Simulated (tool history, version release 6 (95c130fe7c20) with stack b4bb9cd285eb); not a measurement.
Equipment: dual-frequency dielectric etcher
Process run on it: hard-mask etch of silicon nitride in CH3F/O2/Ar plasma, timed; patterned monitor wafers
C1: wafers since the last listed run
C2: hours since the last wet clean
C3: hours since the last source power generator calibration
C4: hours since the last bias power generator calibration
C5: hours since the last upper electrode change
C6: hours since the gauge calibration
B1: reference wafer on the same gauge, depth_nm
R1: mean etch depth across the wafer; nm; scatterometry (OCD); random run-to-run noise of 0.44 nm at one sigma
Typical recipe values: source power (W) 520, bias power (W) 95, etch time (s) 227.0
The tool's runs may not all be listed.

{"run": 1, "hour": 0.0, "source power (W)": 460, "bias power (W)": 95, "etch time (s)": 227.0, "C1": 0, "C2": 252.3, "C3": 2795.8, "C4": 2705.9, "C5": 2023.8, "C6": 460.4, "B1": 226.5, "R1": 193.3}
{"run": 2, "hour": 43.2, "source power (W)": 520, "bias power (W)": 90, "etch time (s)": 227.0, "C1": 308, "C2": 295.5, "C3": 2839.0, "C4": 2749.1, "C5": 2067.0, "C6": 503.6, "B1": 226.5, "R1": 195.9}
{"run": 3, "hour": 83.2, "source power (W)": 520, "bias power (W)": 95, "etch time (s)": 227.0, "C1": 285, "C2": 335.5, "C3": 2879.0, "C4": 2789.1, "C5": 2107.0, "C6": 543.6, "B1": 226.3, "R1": 202.0}
{"run": 4, "hour": 124.5, "source power (W)": 520, "bias power (W)": 95, "etch time (s)": 227.0, "C1": 294, "C2": 376.8, "C3": 2920.3, "C4": 2830.4, "C5": 2148.3, "C6": 584.9, "B1": 226.2, "R1": 202.9}
{"run": 5, "hour": 188.7, "source power (W)": 520, "bias power (W)": 95, "etch time (s)": 227.0, "C1": 458, "C2": 441.0, "C3": 2984.5, "C4": 2894.6, "C5": 2212.5, "C6": 649.1, "B1": 226.3, "R1": 202.4}
{"hour": 272.9, "done": "wet clean of the chamber"}
{"run": 6, "hour": 273.4, "source power (W)": 520, "bias power (W)": 95, "etch time (s)": 227.0, "C1": 433, "C2": 0.5, "C3": 3069.2, "C4": 2979.3, "C5": 2297.2, "C6": 733.8, "B1": 225.8, "R1": 201.5}
{"run": 7, "hour": 327.1, "source power (W)": 520, "bias power (W)": 75, "etch time (s)": 227.0, "C1": 383, "C2": 54.2, "C3": 3122.9, "C4": 3033.0, "C5": 2350.9, "C6": 787.5, "B1": 226.0, "R1": 176.0}
{"run": 8, "hour": 377.1, "source power (W)": 440, "bias power (W)": 80, "etch time (s)": 227.0, "C1": 356, "C2": 104.2, "C3": 3172.9, "C4": 3083.0, "C5": 2400.9, "C6": 837.5, "B1": 225.7, "R1": 171.5}
{"run": 9, "hour": 401.1, "source power (W)": 520, "bias power (W)": 95, "etch time (s)": 227.0, "C1": 171, "C2": 128.2, "C3": 3196.9, "C4": 3107.0, "C5": 2424.9, "C6": 861.5, "B1": 225.8, "R1": 202.2}
{"run": 10, "hour": 435.9, "source power (W)": 520, "bias power (W)": 112, "etch time (s)": 169.5, "C1": 248, "C2": 163.0, "C3": 3231.7, "C4": 3141.8, "C5": 2459.7, "C6": 896.3, "B1": 225.9, "R1": 164.7}
{"run": 11, "hour": 476.2, "source power (W)": 520, "bias power (W)": 95, "etch time (s)": 227.0, "C1": 287, "C2": 203.3, "C3": 3272.0, "C4": 3182.1, "C5": 2500.0, "C6": 936.6, "B1": 225.7, "R1": 201.6}
{"hour": 537.5, "done": "upper electrode replaced"}
{"run": 12, "hour": 545.5, "source power (W)": 520, "bias power (W)": 118, "etch time (s)": 227.0, "C1": 323, "C2": 272.6, "C3": 3341.3, "C4": 3251.4, "C5": 8.0, "C6": 1005.9, "B1": 225.7, "R1": 225.9}
{"run": 13, "hour": 593.3, "source power (W)": 520, "bias power (W)": 95, "etch time (s)": 227.0, "C1": 341, "C2": 320.4, "C3": 3389.1, "C4": 3299.2, "C5": 55.8, "C6": 1053.7, "B1": 225.5, "R1": 201.3}
{"run": 14, "hour": 653.9, "source power (W)": 520, "bias power (W)": 95, "etch time (s)": 227.0, "C1": 432, "C2": 381.0, "C3": 3449.7, "C4": 3359.8, "C5": 116.4, "C6": 1114.3, "B1": 225.6, "R1": 201.6}
{"run": 15, "hour": 686.4, "source power (W)": 520, "bias power (W)": 95, "etch time (s)": 252.0, "C1": 231, "C2": 413.5, "C3": 3482.2, "C4": 3392.3, "C5": 148.9, "C6": 1146.8, "B1": 225.5, "R1": 223.3}
{"run": 16, "hour": 736.9, "source power (W)": 620, "bias power (W)": 113, "etch time (s)": 227.0, "C1": 360, "C2": 464.0, "C3": 3532.7, "C4": 3442.8, "C5": 199.4, "C6": 1197.3, "B1": 225.6, "R1": 236.2}
{"hour": 775.3, "done": "wet clean of the chamber"}
{"run": 17, "hour": 775.8, "source power (W)": 520, "bias power (W)": 79, "etch time (s)": 227.0, "C1": 106, "C2": 0.5, "C3": 3571.6, "C4": 3481.7, "C5": 238.3, "C6": 1236.2, "B1": 225.5, "R1": 181.6}
{"run": 18, "hour": 822.2, "source power (W)": 520, "bias power (W)": 95, "etch time (s)": 181.5, "C1": 331, "C2": 46.9, "C3": 3618.0, "C4": 3528.1, "C5": 284.7, "C6": 1282.6, "B1": 225.4, "R1": 161.1}
{"hour": 927.0, "done": "gauge calibrated"}
{"hour": 963.8, "done": "bias power generator calibrated"}
{"run": 19, "hour": 969.5, "source power (W)": 520, "bias power (W)": 119, "etch time (s)": 227.0, "C1": 1022, "C2": 194.2, "C3": 3765.3, "C4": 5.7, "C5": 432.0, "C6": 42.5, "B1": 228.2, "R1": 230.4}
{"hour": 1014.7, "done": "source power generator calibrated"}
{"run": 20, "hour": 1027.4, "source power (W)": 520, "bias power (W)": 95, "etch time (s)": 227.0, "C1": 384, "C2": 252.1, "C3": 12.7, "C4": 63.6, "C5": 489.9, "C6": 100.4, "B1": 227.7, "R1": 203.6}
{"run": 21, "hour": 1098.3, "source power (W)": 590, "bias power (W)": 95, "etch time (s)": 198.5, "C1": 505, "C2": 323.0, "C3": 83.6, "C4": 134.5, "C5": 560.8, "C6": 171.3, "B1": 227.3, "R1": 186.7}
{"run": 22, "hour": 1142.2, "source power (W)": 520, "bias power (W)": 95, "etch time (s)": 227.0, "C1": 313, "C2": 366.9, "C3": 127.5, "C4": 178.4, "C5": 604.7, "C6": 215.2, "B1": 227.0, "R1": 202.5}
{"hour": 1317.7, "done": "wet clean of the chamber"}
{"run": 23, "hour": 1326.6, "source power (W)": 550, "bias power (W)": 95, "etch time (s)": 202.0, "C1": 1144, "C2": 8.9, "C3": 311.9, "C4": 362.8, "C5": 789.1, "C6": 399.6, "B1": 226.3, "R1": 184.2}
{"run": 24, "hour": 1350.7, "source power (W)": 520, "bias power (W)": 95, "etch time (s)": 227.0, "C1": 171, "C2": 33.0, "C3": 336.0, "C4": 386.9, "C5": 813.2, "C6": 423.7, "B1": 226.2, "R1": 202.5}
{"run": 25, "hour": 1419.6, "source power (W)": 460, "bias power (W)": 76, "etch time (s)": 227.0, "C1": 491, "C2": 101.9, "C3": 404.9, "C4": 455.8, "C5": 882.1, "C6": 492.6, "B1": 225.9, "R1": 169.4}
{"run": 26, "hour": 1448.4, "source power (W)": 640, "bias power (W)": 95, "etch time (s)": 227.0, "C1": 205, "C2": 130.7, "C3": 433.7, "C4": 484.6, "C5": 910.9, "C6": 521.4, "B1": 226.1, "R1": 218.4}
{"run": 27, "hour": 1490.5, "source power (W)": 520, "bias power (W)": 95, "etch time (s)": 227.0, "C1": 300, "C2": 172.8, "C3": 475.8, "C4": 526.7, "C5": 953.0, "C6": 563.5, "B1": 226.0, "R1": 202.0}
{"run": 28, "hour": 1537.6, "source power (W)": 520, "bias power (W)": 118, "etch time (s)": 227.0, "C1": 336, "C2": 219.9, "C3": 522.9, "C4": 573.8, "C5": 1000.1, "C6": 610.6, "B1": 225.9, "R1": 227.4}
{"run": 29, "hour": 1607.5, "source power (W)": 470, "bias power (W)": 95, "etch time (s)": 262.5, "C1": 498, "C2": 289.8, "C3": 592.8, "C4": 643.7, "C5": 1070.0, "C6": 680.5, "B1": 225.8, "R1": 224.8}

Alternative continuations, all from the tool just after run 29; predict every row:
{"run": "A", "hour": 1608.0, "source power (W)": 520, "bias power (W)": 101, "etch time (s)": 227.0, "C1": 3, "C2": 290.3, "C3": 593.3, "C4": 644.2, "C5": 1070.5, "C6": 681.0, "B1": "?", "R1": "?"}
{"run": "B", "hour": 1608.0, "source power (W)": 630, "bias power (W)": 79, "etch time (s)": 247.0, "C1": 3, "C2": 290.3, "C3": 593.3, "C4": 644.2, "C5": 1070.5, "C6": 681.0, "B1": "?", "R1": "?"}
{"run": "C", "hour": 1608.0, "source power (W)": 610, "bias power (W)": 73, "etch time (s)": 285.5, "C1": 3, "C2": 290.3, "C3": 593.3, "C4": 644.2, "C5": 1070.5, "C6": 681.0, "B1": "?", "R1": "?"}
{"run": "D", "hour": 1608.0, "source power (W)": 520, "bias power (W)": 114, "etch time (s)": 227.0, "C1": 3, "C2": 290.3, "C3": 593.3, "C4": 644.2, "C5": 1070.5, "C6": 681.0, "B1": "?", "R1": "?"}

run=A B1=225.8 R1=209.4
run=B B1=225.8 R1=212.6
run=C B1=225.8 R1=231.6
run=D B1=225.8 R1=223.7
Without the tool's unlogged condition, the same runs would have read:
run=A R1=211.5
run=B R1=214.8
run=C R1=233.9
run=D R1=226.0
